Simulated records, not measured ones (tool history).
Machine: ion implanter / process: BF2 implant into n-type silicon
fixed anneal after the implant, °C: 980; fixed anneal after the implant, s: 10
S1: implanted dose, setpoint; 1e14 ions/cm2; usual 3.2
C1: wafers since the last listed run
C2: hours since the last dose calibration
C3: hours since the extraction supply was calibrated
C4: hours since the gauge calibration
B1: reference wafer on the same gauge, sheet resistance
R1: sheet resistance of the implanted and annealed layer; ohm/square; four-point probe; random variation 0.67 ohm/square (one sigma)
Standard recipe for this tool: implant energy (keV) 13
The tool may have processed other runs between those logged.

{"run": 1, "hour": 0.0, "S1": 3.2, "implant energy (keV)": 16, "C1": 0, "C2": 1605.2, "C3": 4870.1, "C4": 662.9, "B1": 482.87, "R1": 412.63}
{"run": 2, "hour": 47.3, "S1": 3.2, "implant energy (keV)": 16, "C1": 1041, "C2": 1652.5, "C3": 4917.4, "C4": 710.2, "B1": 482.79, "R1": 412.68}
{"run": 3, "hour": 90.2, "S1": 3.2, "implant energy (keV)": 13, "C1": 944, "C2": 1695.4, "C3": 4960.3, "C4": 753.1, "B1": 483.27, "R1": 438.54}
{"run": 4, "hour": 159.8, "S1": 3.65, "implant energy (keV)": 11.5, "C1": 1532, "C2": 1765, "C3": 5029.9, "C4": 822.7, "B1": 483.14, "R1": 428.98}
{"run": 5, "hour": 214.1, "S1": 3.2, "implant energy (keV)": 13, "C1": 1195, "C2": 1819.3, "C3": 5084.2, "C4": 877, "B1": 483.29, "R1": 438.25}
{"run": 6, "hour": 256.1, "S1": 3.2, "implant energy (keV)": 13, "C1": 924, "C2": 1861.3, "C3": 5126.2, "C4": 919, "B1": 483.19, "R1": 438.14}
{"run": 7, "hour": 309.2, "S1": 3.2, "implant energy (keV)": 13, "C1": 1169, "C2": 1914.4, "C3": 5179.3, "C4": 972.1, "B1": 483.28, "R1": 437.7}
{"run": 8, "hour": 335.1, "S1": 3.2, "implant energy (keV)": 13, "C1": 570, "C2": 1940.3, "C3": 5205.2, "C4": 998, "B1": 482.88, "R1": 437.27}
{"run": 9, "hour": 379.2, "S1": 3.2, "implant energy (keV)": 13, "C1": 971, "C2": 1984.4, "C3": 5249.3, "C4": 1042.1, "B1": 483.48, "R1": 438.1}
{"run": 10, "hour": 421.4, "S1": 3.2, "implant energy (keV)": 13, "C1": 929, "C2": 2026.6, "C3": 5291.5, "C4": 1084.3, "B1": 482.84, "R1": 438.29}
{"run": 11, "hour": 455.9, "S1": 3.2, "implant energy (keV)": 10.5, "C1": 759, "C2": 2061.1, "C3": 5326, "C4": 1118.8, "B1": 483, "R1": 473.51}
{"hour": 463.5, "done": "gauge calibrated"}
{"run": 12, "hour": 497.8, "S1": 3.2, "implant energy (keV)": 10.5, "C1": 922, "C2": 2103, "C3": 5367.9, "C4": 34.3, "B1": 482.61, "R1": 473.92}
{"hour": 549.5, "done": "Faraday cup replaced and dose calibrated"}
{"run": 13, "hour": 550.0, "S1": 3.2, "implant energy (keV)": 13, "C1": 973, "C2": 0.5, "C3": 5420.1, "C4": 86.5, "B1": 483.04, "R1": 442.71}
{"run": 14, "hour": 576.2, "S1": 3.2, "implant energy (keV)": 13, "C1": 576, "C2": 26.7, "C3": 5446.3, "C4": 112.7, "B1": 483.17, "R1": 442.35}
{"run": 15, "hour": 638.1, "S1": 3.2, "implant energy (keV)": 16.5, "C1": 1363, "C2": 88.6, "C3": 5508.2, "C4": 174.6, "B1": 482.93, "R1": 413.49}
{"run": 16, "hour": 669.4, "S1": 3.2, "implant energy (keV)": 14.5, "C1": 689, "C2": 119.9, "C3": 5539.5, "C4": 205.9, "B1": 482.98, "R1": 426.82}
{"run": 17, "hour": 709.4, "S1": 3.71, "implant energy (keV)": 15, "C1": 880, "C2": 159.9, "C3": 5579.5, "C4": 245.9, "B1": 483.12, "R1": 389.1}
{"hour": 736.0, "done": "extraction supply calibrated"}
{"run": 18, "hour": 765.5, "S1": 3.95, "implant energy (keV)": 17, "C1": 1059, "C2": 216, "C3": 29.5, "C4": 302, "B1": 483.32, "R1": 362.47}
{"run": 19, "hour": 827.4, "S1": 3.2, "implant energy (keV)": 13, "C1": 1363, "C2": 277.9, "C3": 91.4, "C4": 363.9, "B1": 483.07, "R1": 441.01}
{"run": 20, "hour": 874.2, "S1": 3.65, "implant energy (keV)": 8.5, "C1": 1030, "C2": 324.7, "C3": 138.2, "C4": 410.7, "B1": 482.86, "R1": 492.3}
{"run": 21, "hour": 904.2, "S1": 3.2, "implant energy (keV)": 13, "C1": 660, "C2": 354.7, "C3": 168.2, "C4": 440.7, "B1": 483.04, "R1": 440.4}
{"run": 22, "hour": 959.4, "S1": 3.77, "implant energy (keV)": 16, "C1": 1215, "C2": 409.9, "C3": 223.4, "C4": 495.9, "B1": 482.92, "R1": 377.31}
{"run": 23, "hour": 1023.5, "S1": 3.92, "implant energy (keV)": 9, "C1": 1411, "C2": 474, "C3": 287.5, "C4": 560, "B1": 482.98, "R1": 465.14}
{"run": 24, "hour": 1079.9, "S1": 4.16, "implant energy (keV)": 14, "C1": 1242, "C2": 530.4, "C3": 343.9, "C4": 616.4, "B1": 483.03, "R1": 375.68}

How would selected steps in R1 from run to run divide? Give the signed amount a tool lacking its hidden state would still show from settings, what came in and random variation, and the signed amount left for the hidden state, including any gauge scatter that is not in both of the compared results.
Hidden state present: deviation of the true dose from the Faraday cup's reading, %; deviation of the true energy from its setpoint, %; gauge reads high (%).
Run 4 -> 5: S1 3.65 -> 3.2, implant energy (keV) 11.5 -> 13. R1 +9.27 ohm/square: hidden state -1.14, all else +10.41.
Run 12 -> 13: implant energy (keV) 10.5 -> 13, Faraday cup replaced and dose calibrated. R1 -31.21 ohm/square: hidden state +5, all else -36.21.
Run 22 -> 23: S1 3.77 -> 3.92, implant energy (keV) 16 -> 9. R1 +87.83 ohm/square: hidden state -0.08, all else +87.91.
Run 23 -> 24: S1 3.92 -> 4.16, implant energy (keV) 9 -> 14. R1 -89.46 ohm/square: hidden state +0.24, all else -89.7.
